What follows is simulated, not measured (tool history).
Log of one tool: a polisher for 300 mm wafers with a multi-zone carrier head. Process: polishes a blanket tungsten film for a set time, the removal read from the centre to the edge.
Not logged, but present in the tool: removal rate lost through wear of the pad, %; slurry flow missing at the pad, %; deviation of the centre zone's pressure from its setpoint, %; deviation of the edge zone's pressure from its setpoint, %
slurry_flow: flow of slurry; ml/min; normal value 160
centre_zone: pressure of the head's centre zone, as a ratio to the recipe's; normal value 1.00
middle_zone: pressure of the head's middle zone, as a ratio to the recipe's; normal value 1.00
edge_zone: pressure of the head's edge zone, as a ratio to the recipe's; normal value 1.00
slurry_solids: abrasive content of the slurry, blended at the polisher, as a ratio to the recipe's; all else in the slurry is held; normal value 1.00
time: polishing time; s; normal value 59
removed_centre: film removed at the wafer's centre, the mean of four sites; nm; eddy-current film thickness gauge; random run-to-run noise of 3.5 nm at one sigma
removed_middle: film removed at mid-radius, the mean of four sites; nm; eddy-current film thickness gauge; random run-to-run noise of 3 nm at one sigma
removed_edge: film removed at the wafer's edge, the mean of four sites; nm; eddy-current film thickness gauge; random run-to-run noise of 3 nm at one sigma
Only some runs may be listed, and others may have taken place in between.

| run | hour | slurry_flow | centre_zone | middle_zone | edge_zone | slurry_solids | time | wafers since the last listed run | wafers polished on this pad | hours since the slurry nozzle was cleaned | hours since the centre zone pressure was calibrated | hours since the edge zone pressure was calibrated | hours since the carrier head's membrane was replaced | incoming thickness of the incoming film, nm | removed_centre | removed_middle | removed_edge |
|---|---|---|---|---|---|---|---|---|---|---|---|---|---|---|---|---|---|
| 1 | 0.0 | 160 | 1.00 | 1.00 | 1.00 | 1.00 | 59 | 0 | 904 | 108.2 | 90.7 | 33.5 | 54.4 | 1183.8 | 341.6 | 338.7 | 354.0 |
| 2 | 15.3 | 160 | 1.00 | 1.00 | 1.00 | 1.00 | 59 | 169 | 1074 | 123.5 | 106.0 | 48.8 | 69.7 | 1171.6 | 335.7 | 341.8 | 351.1 |
| 3 | 34.2 | 160 | 1.00 | 1.05 | 1.00 | 1.00 | 59 | 209 | 1284 | 142.4 | 124.9 | 67.7 | 88.6 | 1159.8 | 334.8 | 350.9 | 348.5 |
| 4 | 51.9 | 160 | 1.00 | 1.09 | 0.91 | 1.00 | 59 | 196 | 1480 | 160.1 | 142.6 | 85.4 | 106.3 | 1150.4 | 336.4 | 353.8 | 330.8 |
|  | 82.3 | slurry nozzle cleaned |
| 5 | 85.4 | 205 | 1.00 | 1.00 | 1.06 | 1.00 | 59 | 360 | 1841 | 3.1 | 176.1 | 118.9 | 139.8 | 1152.6 | 363.8 | 369.9 | 375.1 |
| 6 | 103.6 | 160 | 1.00 | 0.91 | 0.95 | 1.15 | 65 | 201 | 2043 | 21.3 | 194.3 | 137.1 | 158.0 | 1165.9 | 393.3 | 376.1 | 399.7 |
|  | 121.8 | worn pad replaced by a new one |
| 7 | 137.2 | 160 | 1.00 | 1.00 | 1.00 | 1.00 | 59 | 328 | 170 | 54.9 | 227.9 | 170.7 | 191.6 | 1178.5 | 348.5 | 348.1 | 362.4 |
| 8 | 153.0 | 160 | 1.00 | 1.00 | 1.00 | 1.00 | 59 | 175 | 346 | 70.7 | 243.7 | 186.5 | 207.4 | 1174.2 | 342.3 | 346.7 | 356.5 |
| 9 | 176.0 | 125 | 1.00 | 1.00 | 1.00 | 1.25 | 59 | 255 | 601 | 93.7 | 266.7 | 209.5 | 230.4 | 1189.1 | 347.3 | 348.8 | 356.7 |
| 10 | 206.3 | 160 | 0.91 | 1.00 | 1.12 | 1.00 | 59 | 336 | 937 | 124.0 | 297.0 | 239.8 | 260.7 | 1165.9 | 306.5 | 339.4 | 370.4 |
|  | 221.2 | centre zone pressure recalibrated |
| 11 | 227.8 | 160 | 1.00 | 1.00 | 1.00 | 1.00 | 40 | 216 | 1154 | 145.5 | 6.6 | 261.3 | 282.2 | 1167.1 | 230.4 | 227.2 | 232.4 |
| 12 | 259.0 | 160 | 0.94 | 1.00 | 1.00 | 1.00 | 49 | 346 | 1500 | 176.7 | 37.8 | 292.5 | 313.4 | 1156.3 | 258.3 | 272.1 | 283.9 |
| 13 | 281.4 | 160 | 1.05 | 1.00 | 0.92 | 0.80 | 59 | 248 | 1748 | 199.1 | 60.2 | 314.9 | 335.8 | 1165.8 | 317.9 | 308.5 | 308.0 |
|  | 285.6 | slurry nozzle cleaned |
|  | 288.5 | worn pad replaced by a new one |
| 14 | 316.5 | 105 | 0.94 | 0.96 | 1.00 | 1.00 | 67 | 346 | 310 | 30.9 | 95.3 | 350.0 | 370.9 | 1170.9 | 346.2 | 362.2 | 386.4 |
| 15 | 339.5 | 190 | 0.95 | 1.00 | 0.96 | 1.00 | 59 | 255 | 565 | 53.9 | 118.3 | 373.0 | 393.9 | 1190.9 | 346.1 | 361.7 | 361.9 |
| 16 | 371.5 | 160 | 1.00 | 1.00 | 1.00 | 1.00 | 59 | 355 | 921 | 85.9 | 150.3 | 405.0 | 425.9 | 1170.9 | 348.3 | 348.9 | 349.8 |
| 17 | 386.7 | 160 | 1.00 | 1.00 | 1.00 | 1.00 | 59 | 168 | 1089 | 101.1 | 165.5 | 420.2 | 441.1 | 1160.4 | 340.8 | 347.7 | 357.3 |
| 18 | 418.7 | 160 | 1.00 | 1.00 | 0.93 | 1.00 | 59 | 355 | 1444 | 133.1 | 197.5 | 452.2 | 473.1 | 1162.4 | 343.6 | 345.6 | 341.3 |
| 19 | 436.2 | 160 | 1.10 | 1.00 | 1.10 | 0.70 | 59 | 194 | 1639 | 150.6 | 215.0 | 469.7 | 490.6 | 1170.6 | 344.8 | 318.6 | 339.2 |
|  | 446.1 | worn pad replaced by a new one |
| 20 | 455.5 | 160 | 1.00 | 0.92 | 1.00 | 1.00 | 59 | 169 | 104 | 169.9 | 234.3 | 489.0 | 509.9 | 1167.5 | 329.0 | 316.2 | 343.4 |
| 21 | 473.8 | 160 | 1.00 | 0.97 | 0.92 | 1.00 | 59 | 203 | 307 | 188.2 | 252.6 | 507.3 | 528.2 | 1176.8 | 324.2 | 325.9 | 333.9 |
| 22 | 492.5 | 160 | 1.00 | 1.00 | 1.00 | 1.00 | 59 | 207 | 515 | 206.9 | 271.3 | 526.0 | 546.9 | 1187.4 | 318.6 | 317.7 | 336.0 |

For some of the steps in removed_centre from one run to the next: how much would appear even if the tool had no hidden state, given the settings, what came in and random variation, and how much remains for the hidden state plus any gauge scatter that the measured result and the result without hidden state don't share?
Run 4 -> 5: slurry_flow 160 -> 205, middle_zone 1.09 -> 1.00, edge_zone 0.91 -> 1.06, slurry nozzle cleaned. removed_centre +27.4 nm: hidden state +18.8, all else +8.6.
Run 10 -> 11: centre_zone 0.91 -> 1.00, edge_zone 1.12 -> 1.00, time 59 -> 40, centre zone pressure recalibrated. removed_centre -76.1 nm: hidden state -0.2, all else -75.9.
Run 12 -> 13: centre_zone 0.94 -> 1.05, edge_zone 1.00 -> 0.92, slurry_solids 1.00 -> 0.80, time 49 -> 59. removed_centre +59.6 nm: hidden state -15.4, all else +75.0.
Run 13 -> 14: slurry_flow 160 -> 105, centre_zone 1.05 -> 0.94, middle_zone 1.00 -> 0.96, edge_zone 0.92 -> 1.00, slurry_solids 0.80 -> 1.00, time 59 -> 67, slurry nozzle cleaned, worn pad replaced by a new one. removed_centre +28.3 nm: hidden state +34.3, all else -6.0.
